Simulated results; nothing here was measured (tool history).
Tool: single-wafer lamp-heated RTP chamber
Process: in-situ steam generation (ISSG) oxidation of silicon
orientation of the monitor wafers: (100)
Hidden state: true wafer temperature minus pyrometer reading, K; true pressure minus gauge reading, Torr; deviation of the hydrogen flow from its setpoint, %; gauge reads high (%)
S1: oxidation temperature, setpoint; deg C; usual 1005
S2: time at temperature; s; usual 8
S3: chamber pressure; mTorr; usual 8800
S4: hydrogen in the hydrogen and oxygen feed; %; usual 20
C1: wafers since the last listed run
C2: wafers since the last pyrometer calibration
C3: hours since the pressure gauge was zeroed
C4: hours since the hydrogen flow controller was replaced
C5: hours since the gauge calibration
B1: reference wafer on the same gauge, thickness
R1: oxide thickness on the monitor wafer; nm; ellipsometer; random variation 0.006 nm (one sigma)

| run | hour | S1 | S2 | S3 | S4 | C1 | C2 | C3 | C4 | C5 | B1 | R1 |
|---|---|---|---|---|---|---|---|---|---|---|---|---|
| 1 | 0.0 | 1005 | 8 | 8800 | 15 | 0 | 21 | 4874.1 | 5635.7 | 15.7 | 4.630 | 3.706 |
| 2 | 11.8 | 1005 | 8 | 8800 | 15 | 118 | 140 | 4885.9 | 5647.5 | 27.5 | 4.630 | 3.720 |
| 3 | 19.1 | 1005 | 8 | 8800 | 15 | 73 | 213 | 4893.2 | 5654.8 | 34.8 | 4.630 | 3.724 |
| 4 | 34.0 | 992 | 8 | 8800 | 20 | 149 | 363 | 4908.1 | 5669.7 | 49.7 | 4.631 | 3.849 |
| 5 | 86.0 | 1005 | 8 | 8800 | 20 | 523 | 887 | 4960.1 | 5721.7 | 101.7 | 4.629 | 4.021 |
| 6 | 101.4 | 1005 | 8 | 8800 | 20 | 154 | 1042 | 4975.5 | 5737.1 | 117.1 | 4.631 | 4.017 |
| 7 | 111.8 | 1005 | 8 | 8800 | 20 | 104 | 1147 | 4985.9 | 5747.5 | 127.5 | 4.631 | 4.022 |
|  | 125.8 | hydrogen flow controller replaced |
| 8 | 126.3 | 1005 | 8 | 8800 | 20 | 65 | 1212 | 5000.4 | 0.5 | 142.0 | 4.631 | 4.039 |
| 9 | 133.4 | 1005 | 8 | 8800 | 20 | 71 | 1283 | 5007.5 | 7.6 | 149.1 | 4.629 | 4.040 |
| 10 | 147.3 | 1005 | 8 | 8800 | 20 | 139 | 1423 | 5021.4 | 21.5 | 163.0 | 4.629 | 4.037 |
| 11 | 153.4 | 1005 | 8 | 8800 | 20 | 61 | 1485 | 5027.5 | 27.6 | 169.1 | 4.631 | 4.046 |
| 12 | 163.4 | 1005 | 8 | 8800 | 20 | 100 | 1585 | 5037.5 | 37.6 | 179.1 | 4.631 | 4.041 |
|  | 179.8 | pressure gauge zeroed |
| 13 | 180.3 | 1017 | 8 | 8200 | 20 | 89 | 1675 | 0.5 | 54.5 | 196.0 | 4.630 | 4.230 |
|  | 192.9 | pyrometer window cleaned and pyrometer calibrated |
| 14 | 195.5 | 1022 | 11 | 10100 | 23 | 72 | 26 | 15.7 | 69.7 | 211.2 | 4.629 | 4.911 |
| 15 | 205.1 | 1012 | 11 | 10000 | 27 | 96 | 123 | 25.3 | 79.3 | 220.8 | 4.629 | 4.939 |
| 16 | 221.1 | 1011 | 7 | 8800 | 23 | 161 | 284 | 41.3 | 95.3 | 236.8 | 4.630 | 3.988 |
| 17 | 242.5 | 1005 | 8 | 8800 | 23 | 215 | 499 | 62.7 | 116.7 | 258.2 | 4.630 | 4.152 |
|  | 244.0 | gauge calibrated |
| 18 | 249.9 | 998 | 9 | 9200 | 16 | 74 | 573 | 70.1 | 124.1 | 5.9 | 4.629 | 3.887 |
| 19 | 260.6 | 1005 | 8 | 9400 | 25 | 107 | 681 | 80.8 | 134.8 | 16.6 | 4.629 | 4.206 |
| 20 | 273.1 | 995 | 11 | 7400 | 11 | 125 | 807 | 93.3 | 147.3 | 29.1 | 4.630 | 3.864 |
| 21 | 286.8 | 1005 | 5 | 8300 | 20 | 137 | 945 | 107.0 | 161.0 | 42.8 | 4.631 | 3.315 |
| 22 | 296.4 | 1005 | 8 | 9800 | 27 | 96 | 1041 | 116.6 | 170.6 | 52.4 | 4.628 | 4.259 |
| 23 | 313.9 | 995 | 11 | 7400 | 11 | 176 | 1218 | 134.1 | 188.1 | 69.9 | 4.630 | 3.862 |
| 24 | 330.1 | 1005 | 8 | 8800 | 20 | 163 | 1381 | 150.3 | 204.3 | 86.1 | 4.629 | 4.026 |
|  | 349.5 | pyrometer window cleaned and pyrometer calibrated |
| 25 | 350.0 | 1005 | 6 | 8800 | 20 | 119 | 5 | 170.2 | 224.2 | 106.0 | 4.630 | 3.538 |

Hidden state at the last listed run before each entry between runs and at the first one after, where it differs:
Between runs 7 and 8: hydrogen flow controller replaced (hour 125.8)
  true wafer temperature minus pyrometer reading, K: 3.71 -> 4.11
  measured less the result without the state, R1: +0.046 -> +0.051 nm
Between runs 12 and 13: pressure gauge zeroed (hour 179.8)
  true wafer temperature minus pyrometer reading, K: 5.14 -> 5.6
  measured less the result without the state, R1: +0.064 -> +0.081 nm
Between runs 13 and 14: pyrometer window cleaned and pyrometer calibrated (hour 192.9)
  true wafer temperature minus pyrometer reading, K: 5.6 -> 0.483
  measured less the result without the state, R1: +0.081 -> +0.010 nm
Between runs 17 and 18: gauge calibrated (hour 244.0)
  true wafer temperature minus pyrometer reading, K: 1.78 -> 1.99
  measured less the result without the state, R1: +0.022 -> +0.024 nm
Between runs 24 and 25: pyrometer window cleaned and pyrometer calibrated (hour 349.5)
  true wafer temperature minus pyrometer reading, K: 4.21 -> 0.213
  measured less the result without the state, R1: +0.052 -> +0.002 nm
